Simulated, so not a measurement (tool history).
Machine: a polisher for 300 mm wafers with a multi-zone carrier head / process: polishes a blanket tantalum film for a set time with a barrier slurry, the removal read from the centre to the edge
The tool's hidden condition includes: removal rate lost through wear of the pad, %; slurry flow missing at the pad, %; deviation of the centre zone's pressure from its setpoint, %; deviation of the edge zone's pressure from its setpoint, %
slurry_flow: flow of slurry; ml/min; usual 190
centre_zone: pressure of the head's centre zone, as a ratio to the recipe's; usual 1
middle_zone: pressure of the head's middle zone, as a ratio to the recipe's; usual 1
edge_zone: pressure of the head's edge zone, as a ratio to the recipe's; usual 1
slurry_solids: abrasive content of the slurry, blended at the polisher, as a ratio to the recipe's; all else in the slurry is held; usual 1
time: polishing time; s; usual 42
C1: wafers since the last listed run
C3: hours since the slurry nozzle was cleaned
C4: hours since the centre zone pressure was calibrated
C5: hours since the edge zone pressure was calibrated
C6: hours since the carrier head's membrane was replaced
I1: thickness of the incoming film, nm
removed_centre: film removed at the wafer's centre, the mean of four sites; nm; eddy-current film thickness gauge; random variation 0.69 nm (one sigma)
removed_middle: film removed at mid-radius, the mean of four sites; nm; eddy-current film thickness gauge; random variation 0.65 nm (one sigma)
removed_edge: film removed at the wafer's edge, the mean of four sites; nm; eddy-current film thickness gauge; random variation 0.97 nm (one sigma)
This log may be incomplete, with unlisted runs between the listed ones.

Run 1, hour 0: usual settings but slurry_solids 0.9; C1 0; wafers polished on this pad 4781; C3 14.1; C4 1373.8; C5 270.4; C6 514.7; I1 438.8. Result: removed_centre 60 nm, removed_middle 61.2 nm, removed_edge 62.5 nm.
Run 2, hour 41.1: usual settings but slurry_solids 0.9; C1 769; wafers polished on this pad 5551; C3 55.2; C4 1414.9; C5 311.5; C6 555.8; I1 434.8. Result: removed_centre 60.3 nm, removed_middle 62.6 nm, removed_edge 63.4 nm.
At hour 63.3: worn pad replaced by a new one.
At hour 103: edge zone pressure recalibrated.
At hour 110.7: centre zone pressure recalibrated.
Run 3, hour 173.9: usual settings but time 33 s; C1 2338; wafers polished on this pad 1997; C3 188; C4 63.2; C5 70.9; C6 688.6; I1 449.3. Result: removed_centre 48.3 nm, removed_middle 51 nm, removed_edge 51.2 nm.
Run 4, hour 233.9: usual settings but time 33 s; C1 1124; wafers polished on this pad 3121; C3 248; C4 123.2; C5 130.9; C6 748.6; I1 441.2. Result: removed_centre 48 nm, removed_middle 49.3 nm, removed_edge 49.7 nm.
Run 5, hour 285: usual settings; C1 957; wafers polished on this pad 4078; C3 299.1; C4 174.3; C5 182; C6 799.7; I1 439.4. Result: removed_centre 61.3 nm, removed_middle 63 nm, removed_edge 61.2 nm.
Run 6, hour 315.4: usual settings; C1 569; wafers polished on this pad 4648; C3 329.5; C4 204.7; C5 212.4; C6 830.1; I1 444.5. Result: removed_centre 61.3 nm, removed_middle 62.6 nm, removed_edge 62.8 nm.
At hour 362.9: worn pad replaced by a new one.
Run 7, hour 381.8: usual settings but slurry_flow 250 ml/min, middle_zone 1.1, edge_zone 1.12, slurry_solids 1.2; C1 1169; wafers polished on this pad 354; C3 395.9; C4 271.1; C5 278.8; C6 896.5; I1 447.6. Result: removed_centre 64.9 nm, removed_middle 73.9 nm, removed_edge 71 nm.
Run 8, hour 420.4: usual settings but edge_zone 0.94, time 28 s; C1 723; wafers polished on this pad 1077; C3 434.5; C4 309.7; C5 317.4; C6 935.1; I1 435.7. Result: removed_centre 39.4 nm, removed_middle 41 nm, removed_edge 39.7 nm.
At hour 476.5: edge zone pressure recalibrated.
Run 9, hour 480.3: usual settings but middle_zone 0.95, slurry_solids 0.85, time 30 s; C1 1084; wafers polished on this pad 2162; C3 494.4; C4 369.6; C5 3.8; C6 995; I1 439.3. Result: removed_centre 40.5 nm, removed_middle 40.2 nm, removed_edge 42.1 nm.
Run 10, hour 528.5: usual settings; C1 903; wafers polished on this pad 3065; C3 542.6; C4 417.8; C5 52; C6 1043.2; I1 442.1. Result: removed_centre 55.9 nm, removed_middle 59.1 nm, removed_edge 62.2 nm.
Run 11, hour 554.8: usual settings but edge_zone 1.1; C1 492; wafers polished on this pad 3558; C3 568.9; C4 444.1; C5 78.3; C6 1069.5; I1 441.1. Result: removed_centre 57.9 nm, removed_middle 58.9 nm, removed_edge 64.8 nm.
Run 12, hour 613.4: usual settings but centre_zone 0.89, middle_zone 0.88, edge_zone 0.93; C1 1097; wafers polished on this pad 4656; C3 627.5; C4 502.7; C5 136.9; C6 1128.1; I1 439.9. Result: removed_centre 48.8 nm, removed_middle 50.9 nm, removed_edge 57.5 nm.
At hour 619.6: slurry nozzle cleaned.
Run 13, hour 648.3: usual settings but middle_zone 1.11, slurry_solids 1.1; C1 635; wafers polished on this pad 5291; C3 28.7; C4 537.6; C5 171.8; C6 1163; I1 441.4. Result: removed_centre 64.6 nm, removed_middle 71.6 nm, removed_edge 65.6 nm.
Run 14, hour 702.6: usual settings; C1 1017; wafers polished on this pad 6308; C3 83; C4 591.9; C5 226.1; C6 1217.3; I1 438.8. Result: removed_centre 61.4 nm, removed_middle 64.3 nm, removed_edge 64.6 nm.
At hour 721.7: worn pad replaced by a new one.
At hour 722.5: carrier head's membrane replaced by a new one.
Run 15, hour 763.8: usual settings but edge_zone 1.04; C1 1056; wafers polished on this pad 773; C3 144.2; C4 653.1; C5 287.3; C6 41.3; I1 436.8. Result: removed_centre 62 nm, removed_middle 65.3 nm, removed_edge 65.2 nm.
Run 16, hour 827.6: usual settings but slurry_flow 210 ml/min, middle_zone 1.09, slurry_solids 0.85; C1 1195; wafers polished on this pad 1969; C3 208; C4 716.9; C5 351.1; C6 105.1; I1 450. Result: removed_centre 60.3 nm, removed_middle 68.1 nm, removed_edge 63.4 nm.
Run 17, hour 880.2: usual settings but slurry_flow 170 ml/min, centre_zone 0.94, edge_zone 1.12, time 50 s; C1 985; wafers polished on this pad 2954; C3 260.6; C4 769.5; C5 403.7; C6 157.7; I1 441.8. Result: removed_centre 66.7 nm, removed_middle 73.2 nm, removed_edge 79.5 nm.
At hour 893.7: edge zone pressure recalibrated.
Run 18, hour 909.9: usual settings but slurry_flow 170 ml/min, centre_zone 0.94, edge_zone 1.12, time 50 s; C1 518; wafers polished on this pad 3473; C3 290.3; C4 799.2; C5 16.2; C6 187.4; I1 433.2. Result: removed_centre 67.7 nm, removed_middle 74.4 nm, removed_edge 78.1 nm.
At hour 1091.2: worn pad replaced by a new one.
Run 19, hour 1102.8: usual settings; C1 3538; wafers polished on this pad 218; C3 483.2; C4 992.1; C5 209.1; C6 380.3; I1 441.6. Result: removed_centre 59.1 nm, removed_middle 60.8 nm, removed_edge 63.3 nm.
Run 20, hour 1131.9: usual settings but middle_zone 1.11, time 38 s; C1 545; wafers polished on this pad 763; C3 512.3; C4 1021.2; C5 238.2; C6 409.4; I1 444.3. Result: removed_centre 53.3 nm, removed_middle 60.6 nm, removed_edge 57.3 nm.
Run 21, hour 1173: usual settings but slurry_flow 255 ml/min; C1 769; wafers polished on this pad 1533; C3 553.4; C4 1062.3; C5 279.3; C6 450.5; I1 437.9. Result: removed_centre 62.6 nm, removed_middle 63.9 nm, removed_edge 63.4 nm.

Consider 4 possible next runs. They are alternatives, not a sequence: every one starts from the tool as it was left by run 21. What does each give?
Run A, hour 1173.4: usual settings; C1 7; wafers polished on this pad 1540; C3 553.8; C4 1062.7; C5 279.7; C6 450.9; I1 439.2. Result: removed_centre ?, removed_middle ?, removed_edge ?.
Run B, hour 1173.4: usual settings but slurry_flow 165 ml/min, slurry_solids 0.7; C1 7; wafers polished on this pad 1540; C3 553.8; C4 1062.7; C5 279.7; C6 450.9; I1 439.2. Result: removed_centre ?, removed_middle ?, removed_edge ?.
Run C, hour 1173.4: usual settings but middle_zone 0.95, edge_zone 1.07; C1 7; wafers polished on this pad 1540; C3 553.8; C4 1062.7; C5 279.7; C6 450.9; I1 439.2. Result: removed_centre ?, removed_middle ?, removed_edge ?.
Run D, hour 1173.4: usual settings but centre_zone 0.95, edge_zone 1.08, time 34 s; C1 7; wafers polished on this pad 1540; C3 553.8; C4 1062.7; C5 279.7; C6 450.9; I1 439.2. Result: removed_centre ?, removed_middle ?, removed_edge ?.

run  removed_centre  removed_middle  removed_edge
  A            58.5            60.8          61.9
  B            52.1            54.3          55.8
  C            58.5            58.2            64
  D              45            49.2            52
Had the tool no hidden state, the same runs would have come out as:
run  removed_centre  removed_middle  removed_edge
  A            63.1              65          64.9
  B            56.8            58.6          58.9
  C            63.1            62.3          67.2
  D            48.5            52.6          54.6

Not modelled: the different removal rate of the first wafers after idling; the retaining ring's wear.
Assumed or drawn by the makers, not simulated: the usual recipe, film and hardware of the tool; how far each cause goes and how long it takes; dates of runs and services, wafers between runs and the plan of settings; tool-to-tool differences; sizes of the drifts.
